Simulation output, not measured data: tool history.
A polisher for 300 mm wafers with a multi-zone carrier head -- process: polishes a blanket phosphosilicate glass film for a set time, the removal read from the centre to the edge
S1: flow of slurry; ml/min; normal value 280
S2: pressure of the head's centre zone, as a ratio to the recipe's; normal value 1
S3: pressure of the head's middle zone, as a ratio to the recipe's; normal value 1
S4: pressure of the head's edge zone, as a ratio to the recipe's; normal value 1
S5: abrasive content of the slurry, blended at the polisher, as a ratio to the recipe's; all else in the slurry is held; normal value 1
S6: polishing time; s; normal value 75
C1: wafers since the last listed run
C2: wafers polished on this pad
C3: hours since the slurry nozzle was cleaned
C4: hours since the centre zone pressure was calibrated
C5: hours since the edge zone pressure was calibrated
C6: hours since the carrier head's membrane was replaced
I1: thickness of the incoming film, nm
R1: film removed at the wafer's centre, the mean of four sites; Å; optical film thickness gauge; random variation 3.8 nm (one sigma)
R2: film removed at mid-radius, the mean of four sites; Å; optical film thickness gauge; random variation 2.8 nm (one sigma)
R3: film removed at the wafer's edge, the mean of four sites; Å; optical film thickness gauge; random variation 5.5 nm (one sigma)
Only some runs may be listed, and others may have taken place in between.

run    day   S1    S2    S3    S4   S5  S6   C1    C2     C3     C4     C5     C6      I1    R1    R2    R3
  1      0  315     1     1  1.07    1  51    0   276  724.1  757.4    456  663.6  2420.3  2601  2829  2899
  2  0.575  280     1     1     1    1  60  153   429  737.9  771.2  469.8  677.4  2458.3  3027  3243  3226
  3  1.179  315     1     1  1.07    1  51  161   590  752.4  785.7  484.3  691.9  2488.8  2663  2786  2906
  4  1.842  280     1     1  0.96  0.8  99  176   767  768.3  801.6  500.2  707.8  2464.9  4554  5035  4873
  5  2.504  280     1     1  1.07    1  75  176   944  784.2  817.5  516.1  723.7  2483.2  3727  4004  4069
  6  3.162  280  1.12  1.09  0.88    1  58  175  1119    800  833.3  531.9  739.5  2460.1  3027  3303  2938
  7  3.579  280     1     1     1    1  75  111  1230    810  843.3  541.9  749.5  2449.4  3657  3979  3977
     3.675  -- edge zone pressure recalibrated
  8  3.917  280     1     1  0.91    1  75   67  1298  818.1  851.4    5.8  757.6  2467.2  3617  3951  3845
     4.092  -- worn pad replaced by a new one
     4.225  -- carrier head's membrane replaced by a new one
  9  4.442  280     1     1  0.94    1  75   59    57  830.7    864   18.4    5.2  2457.1  3593  3922  3824
     4.858  -- slurry nozzle cleaned
 10  4.925  365   1.1  1.07  1.06    1  75  117   175    1.6  875.6     30   16.8  2453.1  4436  4729  4445
 11  5.638  280  1.09     1  1.06    1  75  189   364   18.7  892.7   47.1   33.9    2436  4239  4356  4316
     6.342  -- centre zone pressure recalibrated
 12  7.679  340     1  0.94     1    1  53  522   887   67.7   32.1   96.1   82.9    2478  3082  2965  3033

Run 13 has not been measured yet. What should we expect?
     8.229  -- worn pad replaced by a new one
 13  8.392  280   1   1   1   1  67  145  43  84.8  49.2  113.2  100  2503.3   ?   ?   ?

Run 13 produced R1 3827 Å, R2 3878 Å, R3 3682 Å.
If the tool had no hidden condition, the same run with the same run-to-run variation would have returned R1 3838 Å, R2 3889 Å, R3 3690 Å.
